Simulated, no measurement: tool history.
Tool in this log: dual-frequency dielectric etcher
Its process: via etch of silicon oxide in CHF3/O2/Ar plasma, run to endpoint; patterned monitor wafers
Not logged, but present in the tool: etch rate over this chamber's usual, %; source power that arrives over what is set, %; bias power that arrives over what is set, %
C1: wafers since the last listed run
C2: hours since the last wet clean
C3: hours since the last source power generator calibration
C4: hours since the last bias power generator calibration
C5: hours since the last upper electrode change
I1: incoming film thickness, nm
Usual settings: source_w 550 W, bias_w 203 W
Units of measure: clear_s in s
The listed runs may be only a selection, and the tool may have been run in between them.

Run 1, day 0.000: usual settings; C1 0; C2 370.6; C3 4166.5; C4 3337.8; C5 5032.3; I1 579.1. Result: clear_s 313.7 s.
Run 2, day 0.496: usual settings; C1 43; C2 382.5; C3 4178.4; C4 3349.7; C5 5044.2; I1 575.1. Result: clear_s 311.6 s.
Run 3, day 0.800: usual settings; C1 26; C2 389.8; C3 4185.7; C4 3357.0; C5 5051.5; I1 579.5. Result: clear_s 312.7 s.
Run 4, day 1.512: usual settings; C1 62; C2 406.9; C3 4202.8; C4 3374.1; C5 5068.6; I1 567.2. Result: clear_s 307.7 s.
Run 5, day 1.904: usual settings; C1 34; C2 416.3; C3 4212.2; C4 3383.5; C5 5078.0; I1 573.5. Result: clear_s 313.6 s.
At day 3.046: upper electrode replaced.
Run 6, day 3.067: usual settings; C1 14; C2 444.2; C3 4240.1; C4 3411.4; C5 0.5; I1 574.9. Result: clear_s 310.0 s.
At day 3.458: source power generator calibrated.
Run 7, day 3.479: usual settings; C1 21; C2 454.1; C3 0.5; C4 3421.3; C5 10.4; I1 577.0. Result: clear_s 312.2 s.
Run 8, day 3.783: usual settings; C1 26; C2 461.4; C3 7.8; C4 3428.6; C5 17.7; I1 572.8. Result: clear_s 312.2 s.
At day 4.417: bias power generator calibrated.
Run 9, day 4.438: usual settings; C1 42; C2 477.1; C3 23.5; C4 0.5; C5 33.4; I1 572.2. Result: clear_s 311.4 s.
Run 10, day 4.696: usual settings; C1 22; C2 483.3; C3 29.7; C4 6.7; C5 39.6; I1 573.7. Result: clear_s 312.8 s.
At day 5.942: wet clean of the chamber.
Run 11, day 5.962: usual settings but source_w 420 W; C1 23; C2 0.5; C3 60.1; C4 37.1; C5 70.0; I1 570.0. Result: clear_s 384.3 s.

Run 12 is up next; what results do you expect?
Run 12, day 5.979: usual settings but source_w 670 W, bias_w 233 W; C1 1; C2 0.9; C3 60.5; C4 37.5; C5 70.4; I1 575.1. Result: clear_s ?.

{"run 12": {"clear_s": 276.3}}
With no hidden state in the tool, this same run would have given clear_s 257.9 s.

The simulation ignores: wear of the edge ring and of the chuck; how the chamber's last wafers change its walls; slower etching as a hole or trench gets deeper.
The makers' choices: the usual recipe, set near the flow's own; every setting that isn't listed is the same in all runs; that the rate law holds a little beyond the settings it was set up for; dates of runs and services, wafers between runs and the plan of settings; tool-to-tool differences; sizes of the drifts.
